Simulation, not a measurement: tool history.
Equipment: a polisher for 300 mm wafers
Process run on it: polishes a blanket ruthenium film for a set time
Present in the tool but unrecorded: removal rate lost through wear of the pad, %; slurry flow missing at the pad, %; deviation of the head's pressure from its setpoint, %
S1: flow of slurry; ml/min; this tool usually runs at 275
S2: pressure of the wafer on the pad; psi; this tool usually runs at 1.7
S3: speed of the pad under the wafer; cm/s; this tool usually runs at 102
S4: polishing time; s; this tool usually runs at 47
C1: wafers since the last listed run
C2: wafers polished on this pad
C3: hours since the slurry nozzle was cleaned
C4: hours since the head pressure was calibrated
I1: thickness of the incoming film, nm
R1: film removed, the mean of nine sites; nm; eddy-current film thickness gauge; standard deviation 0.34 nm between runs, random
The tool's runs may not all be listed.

run	day	S1	S2	S3	S4	C1	C2	C3	C4	I1	R1
1	0.000	275	1.7	102	47	0	877	376.4	287.9	283.8	55.3
# day 3.612: head pressure recalibrated
2	3.800	330	1.7	102	47	650	1527	467.6	4.5	290.2	52.7
# day 4.208: slurry nozzle cleaned
3	6.121	330	1.7	102	47	398	1926	45.9	60.2	291.2	53.7
# day 6.317: worn pad replaced by a new one
4	9.950	330	1.7	102	47	641	635	137.8	152.1	290.1	53.2
5	13.212	275	1.5	102	47	571	1206	216.1	230.4	293.4	48.0
# day 16.612: worn pad replaced by a new one
# day 16.796: head pressure recalibrated
6	18.900	275	1.5	102	47	951	385	352.6	50.5	294.1	45.7
7	21.962	275	1.5	102	47	536	922	426.1	124.0	287.7	46.4
# day 25.142: slurry nozzle cleaned
# day 26.562: worn pad replaced by a new one
8	30.200	275	1.7	102	35	1405	636	121.4	321.7	292.1	42.0
# day 31.867: head pressure recalibrated
9	33.083	275	2.1	102	62	490	1126	190.6	29.2	292.9	84.1
10	34.621	350	1.3	70	35	269	1396	227.5	66.1	293.5	21.0
# day 35.783: worn pad replaced by a new one
11	36.896	275	1.7	102	47	369	195	282.1	120.7	293.7	52.9
12	39.017	275	2.2	102	32	371	566	333.0	171.6	288.9	47.5
13	42.117	335	1.7	92	47	542	1108	407.4	246.0	290.1	50.5
14	45.079	275	1.7	78	52	518	1627	478.5	317.1	292.4	47.7
# day 46.838: slurry nozzle cleaned
# day 47.179: head pressure recalibrated
# day 47.450: worn pad replaced by a new one
15	49.346	355	1.5	122	52	695	331	60.2	52.0	291.3	62.7
16	52.917	275	1.7	102	47	625	956	145.9	137.7	285.0	53.4

Below are 3 alternative next runs, each starting from the tool's condition after run 16. Predict each:
A	52.933	275	1.7	102	47	2	959	146.3	138.1	293.5	?
B	52.933	325	1.7	72	40	2	959	146.3	138.1	293.5	?
C	52.933	245	1.7	116	63	2	959	146.3	138.1	293.5	?

run	R1
A	52.8
B	32.2
C	79.4
Without the tool's unlogged condition, the same runs would have read:
run	R1
A	51.8
B	31.6
C	77.9
